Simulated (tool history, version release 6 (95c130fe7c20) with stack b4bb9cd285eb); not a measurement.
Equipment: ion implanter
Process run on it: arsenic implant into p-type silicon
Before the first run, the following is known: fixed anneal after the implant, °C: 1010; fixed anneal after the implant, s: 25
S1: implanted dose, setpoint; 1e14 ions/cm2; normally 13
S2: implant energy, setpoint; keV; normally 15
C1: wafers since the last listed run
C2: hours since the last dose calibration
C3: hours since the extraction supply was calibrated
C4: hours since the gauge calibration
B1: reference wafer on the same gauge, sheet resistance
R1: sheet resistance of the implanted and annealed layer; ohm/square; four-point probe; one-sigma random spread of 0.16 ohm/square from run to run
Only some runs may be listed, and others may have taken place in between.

run,day,S1,S2,C1,C2,C3,C4,B1,R1
1,0,12.12,15,0,812.7,3957.9,1636.1,115.99,111.88
2,1.667,12.12,15,1129,852.7,3997.9,1676.1,115.95,111.49
3,4.6,14.97,15,1988,923.1,4068.3,1746.5,116.08,103.35
4,6.742,14.97,15,1451,974.5,4119.7,1797.9,116,103.42
5,7.929,13,15,804,1003,4148.2,1826.4,115.98,108.78
6,9.754,13,15,1236,1046.8,4192,1870.2,115.99,108.53
7,12.196,13,15,1654,1105.4,4250.6,1928.8,115.96,108.87
8,14.846,15.91,15,1796,1169,4314.2,1992.4,115.95,101.42
9,19.488,15.91,15,3146,1280.4,4425.6,2103.8,115.98,101.62
10,21.529,14.51,15,1383,1329.4,4474.6,2152.8,116.01,104.86
11,22.962,14.51,15,971,1363.8,4509,2187.2,115.98,104.76
12,25.246,13,15,1547,1418.6,4563.8,2242,116.02,109.11
13,26.508,13,15,855,1448.9,4594.1,2272.3,116.04,109.31
# day 29.792: Faraday cup replaced and dose calibrated
14,29.812,13,15,2013,0.5,4673.4,2351.6,115.99,108.16
15,31.471,13,15,1123,40.3,4713.2,2391.4,116,108.14
16,34.179,16.9,15,1835,105.3,4778.2,2456.4,115.99,99.76
# day 34.312: gauge calibrated
17,35.812,16.58,15,1107,144.5,4817.4,36,116.1,100.32
18,38.642,13,15,1917,212.4,4885.3,103.9,115.98,107.97
19,40.829,13,15,1482,264.9,4937.8,156.4,116,108.42
20,42.604,9.83,13,1203,307.5,4980.4,199,115.93,126.05
21,43.725,11.48,11.5,759,334.4,5007.3,225.9,115.97,118.73
22,46.033,11,17.5,1564,389.8,5062.7,281.3,116.01,113.03
23,48.821,13,15,1889,456.7,5129.6,348.2,115.96,108.26
24,49.85,13,15,697,481.4,5154.3,372.9,116.04,108.24
25,52.288,15.72,10.5,1652,539.9,5212.8,431.4,116.03,107.53
26,54.825,14.83,16.5,1719,600.8,5273.7,492.3,115.99,101.56
27,56.604,11.72,11.5,1205,643.5,5316.4,535,115.92,117.78
28,59.242,13,15,1787,706.8,5379.7,598.3,115.94,108.36
# day 61.038: extraction supply calibrated
29,61.058,9.37,15,1005,750.4,0.5,641.9,115.99,127.17
30,63.621,11.48,11.5,1736,811.9,62,703.4,116.03,118.58
31,64.833,13,18.5,821,841,91.1,732.5,116.05,103.82
32,67.104,13,15,1539,895.5,145.6,787,115.95,108.28
33,72.508,14.97,13,3662,1025.2,275.3,916.7,116.03,105.79
34,74.996,9.76,19.5,1685,1084.9,335,976.4,116,119.18
35,76.767,14.88,11.5,1200,1127.4,377.5,1018.9,115.93,108.07
36,78.712,16.67,19.5,1318,1174.1,424.2,1065.6,115.99,94.63
37,80.442,13,15,1172,1215.6,465.7,1107.1,116.03,108.8
38,81.888,13,15,979,1250.3,500.4,1141.8,116.02,108.8

Branching from run 38: 3 alternative next runs. What would each branch give?
A,81.904,13,19,11,1250.7,500.8,1142.2,?,?
B,81.904,15.24,15,11,1250.7,500.8,1142.2,?,?
C,81.904,14.54,15,11,1250.7,500.8,1142.2,?,?

run,B1,R1
A,115.97,103.88
B,115.97,103.06
C,115.97,104.61
The same runs, with their run-to-run variation unchanged, on a tool lacking any hidden condition would have given:
run,R1
A,103.1
B,102.49
C,104
